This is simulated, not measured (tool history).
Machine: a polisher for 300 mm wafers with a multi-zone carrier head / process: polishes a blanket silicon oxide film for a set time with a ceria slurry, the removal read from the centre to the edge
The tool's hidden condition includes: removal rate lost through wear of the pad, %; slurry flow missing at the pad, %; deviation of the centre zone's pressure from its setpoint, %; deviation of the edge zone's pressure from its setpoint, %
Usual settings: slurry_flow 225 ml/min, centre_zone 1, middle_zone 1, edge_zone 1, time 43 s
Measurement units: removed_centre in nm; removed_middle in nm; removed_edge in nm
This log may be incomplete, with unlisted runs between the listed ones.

run    hour  slurry_flow  centre_zone  middle_zone  edge_zone  time  wafers since the last listed run  wafers polished on this pad  hours since the slurry nozzle was cleaned  hours since the centre zone pressure was calibrated  hours since the edge zone pressure was calibrated  hours since the carrier head's membrane was replaced  incoming thickness of the incoming film, nm  removed_centre  removed_middle  removed_edge
  1       0          225            1            1          1    43                                 0                         4782                                      450.4                                                431.1                                              350.8                                                 792.7                                       1512.3           186.8           188.2         190.3
  2    42.3          225            1            1          1    35                               442                         5224                                      492.7                                                473.4                                              393.1                                                   835                                       1507.2           150.2           152.2         153.4
       83.7  -- worn pad replaced by a new one
      100.5  -- edge zone pressure recalibrated
  3   126.1          225            1            1          1    35                               813                          422                                      576.5                                                557.2                                               25.6                                                 918.8                                       1534.8             172           170.6         179.3
      150.3  -- centre zone pressure recalibrated
      165.4  -- slurry nozzle cleaned
  4   215.8          190            1            1          1    43                               906                         1329                                       50.4                                                 65.5                                              115.3                                                1008.5                                         1535             205           207.7         213.6
  5   273.3          265            1            1          1    43                               601                         1930                                      107.9                                                  123                                              172.8                                                  1066                                       1526.6           210.1           213.4         215.8
  6   326.4          265            1            1          1    43                               555                         2485                                        161                                                176.1                                              225.9                                                1119.1                                       1535.4           206.8           208.8         213.1
  7     363          225         0.93            1          1    36                               382                         2868                                      197.6                                                212.7                                              262.5                                                1155.7                                       1551.9           158.4           167.2         171.3
  8   518.3          225          1.1            1          1    43                              1624                         4492                                      352.9                                                  368                                              417.8                                                  1311                                       1526.9           213.8             190           192
      557.7  -- edge zone pressure recalibrated
  9   565.6          225            1            1          1    43                               473                         4966                                      400.2                                                415.3                                                7.9                                                1358.3                                       1503.6           185.5           188.5           195
        574  -- worn pad replaced by a new one
      657.6  -- carrier head's membrane replaced by a new one
      702.7  -- centre zone pressure recalibrated
 10   770.6          225            1            1          1    43                              2028                         1982                                      605.2                                                 67.9                                              212.9                                                   113                                       1524.3           200.9           203.2         206.5
 11   814.3          225            1         1.12          1    43                               457                         2439                                      648.9                                                111.6                                              256.6                                                 156.7                                       1543.4             202           220.7         201.9
      840.2  -- slurry nozzle cleaned
 12   897.4          255         0.95         1.12       0.96    43                               858                         3298                                       57.2                                                194.7                                              339.7                                                 239.8                                       1540.2             187           223.6         199.9
     1108.8  -- worn pad replaced by a new one
     1134.8  -- edge zone pressure recalibrated
 13  1202.2          225            1          0.9          1    43                              3124                          955                                        362                                                499.5                                               67.4                                                 544.6                                       1515.8           205.2           192.2         219.1
     1275.8  -- centre zone pressure recalibrated
 14  1295.6          190          0.9         1.04        1.1    43                               955                         1911                                      455.4                                                 19.8                                              160.8                                                   638                                       1506.9           180.6           210.2         216.6
 15  1399.1          145         1.08            1          1    38                              1082                         2994                                      558.9                                                123.3                                              264.3                                                 741.5                                       1526.2           178.1           163.9         171.7
 16  1447.1          225            1            1          1    43                               501                         3496                                      606.9                                                171.3                                              312.3                                                 789.5                                       1554.7           201.4           198.2           206
     1463.7  -- slurry nozzle cleaned
 17  1516.1          150         1.04            1       1.11    43                               711                         4207                                       52.4                                                240.3                                              381.3                                                 858.5                                       1518.3           189.6           181.1         197.3
 18  1590.5          185         0.92            1          1    43                               778                         4985                                      126.8                                                314.7                                              455.7                                                 932.9                                       1529.4           163.5           180.9         188.6
     1649.8  -- worn pad replaced by a new one
 19  1650.3          225            1            1       0.89    39                               583                            4                                      186.6                                                374.5                                              515.5                                                 992.7                                       1545.8           182.9           193.3         188.2
       1668  -- edge zone pressure recalibrated
 20  1720.5          290         0.91         0.92          1    43                               713                          718                                      256.8                                                444.7                                               52.5                                                1062.9                                       1558.3           194.8           201.1         218.4
 21  1766.7          225         1.05            1          1    39                               483                         1201                                        303                                                490.9                                               98.7                                                1109.1                                       1533.4             194           188.2           195
     1826.3  -- centre zone pressure recalibrated
 22  1836.5          225         0.91            1          1    43                               709                         1910                                      372.8                                                 10.2                                              168.5                                                1178.9                                       1506.5           186.9           208.3         211.6
 23  1900.6          225            1          1.1        0.9    33                               670                         2580                                      436.9                                                 74.3                                              232.6                                                  1243                                       1509.1             151           168.8         147.1

Across each entry between runs, compare the hidden state at the last listed run before it with the hidden state at the first listed run after it:
Run 2 -> run 3: worn pad replaced by a new one (hour 83.7); edge zone pressure recalibrated (hour 100.5)
  removal rate lost through wear of the pad, %: 12.5 -> 0.132
  measured result minus the result with no hidden state, removed_centre: -21.5 -> -0.2 nm; removed_middle: -21.8 -> -0.2 nm; removed_edge: -21.9 -> -0.2 nm
Run 3 -> run 4: centre zone pressure recalibrated (hour 150.3); slurry nozzle cleaned (hour 165.4)
  removal rate lost through wear of the pad, %: 0.132 -> 0.855
  measured result minus the result with no hidden state, removed_centre: -0.2 -> -1.7 nm; removed_middle: -0.2 -> -1.8 nm; removed_edge: -0.2 -> -1.9 nm
Run 8 -> run 9: edge zone pressure recalibrated (hour 557.7)
  removal rate lost through wear of the pad, %: 8.77 -> 10.8
  measured result minus the result with no hidden state, removed_centre: -20.6 -> -22.5 nm; removed_middle: -18.2 -> -22.8 nm; removed_edge: -18.5 -> -23.5 nm
Run 9 -> run 10: worn pad replaced by a new one (hour 574); carrier head's membrane replaced by a new one (hour 657.6); centre zone pressure recalibrated (hour 702.7)
  removal rate lost through wear of the pad, %: 10.8 -> 3.44
  measured result minus the result with no hidden state, removed_centre: -22.5 -> -7.1 nm; removed_middle: -22.8 -> -7.2 nm; removed_edge: -23.5 -> -7.3 nm
Run 11 -> run 12: slurry nozzle cleaned (hour 840.2)
  removal rate lost through wear of the pad, %: 4.32 -> 6.49
  measured result minus the result with no hidden state, removed_centre: -9.1 -> -13 nm; removed_middle: -10 -> -15.6 nm; removed_edge: -9.1 -> -13.9 nm
Run 12 -> run 13: worn pad replaced by a new one (hour 1108.8); edge zone pressure recalibrated (hour 1134.8)
  removal rate lost through wear of the pad, %: 6.49 -> 0.899
  measured result minus the result with no hidden state, removed_centre: -13 -> -1.9 nm; removed_middle: -15.6 -> -1.7 nm; removed_edge: -13.9 -> -2 nm
Run 13 -> run 14: centre zone pressure recalibrated (hour 1275.8)
  removal rate lost through wear of the pad, %: 0.899 -> 2.11
  measured result minus the result with no hidden state, removed_centre: -1.9 -> -3.8 nm; removed_middle: -1.7 -> -4.6 nm; removed_edge: -2 -> -4.7 nm
Run 16 -> run 17: slurry nozzle cleaned (hour 1463.7)
  removal rate lost through wear of the pad, %: 5.78 -> 8.16
  measured result minus the result with no hidden state, removed_centre: -12.4 -> -16.8 nm; removed_middle: -12.1 -> -16 nm; removed_edge: -12.6 -> -17.5 nm
Run 18 -> run 19: worn pad replaced by a new one (hour 1649.8)
  removal rate lost through wear of the pad, %: 11.2 -> 0.0646
  measured result minus the result with no hidden state, removed_centre: -20.6 -> -0.2 nm; removed_middle: -22.9 -> -0.1 nm; removed_edge: -23.8 -> -0.2 nm
Run 19 -> run 20: edge zone pressure recalibrated (hour 1668)
  removal rate lost through wear of the pad, %: 0.0646 -> 0.295
  measured result minus the result with no hidden state, removed_centre: -0.2 -> -0.6 nm; removed_middle: -0.1 -> -0.6 nm; removed_edge: -0.2 -> -0.7 nm
Run 21 -> run 22: centre zone pressure recalibrated (hour 1826.3)
  removal rate lost through wear of the pad, %: 0.695 -> 1.67
  measured result minus the result with no hidden state, removed_centre: -1.4 -> -3.2 nm; removed_middle: -1.4 -> -3.5 nm; removed_edge: -1.4 -> -3.6 nm
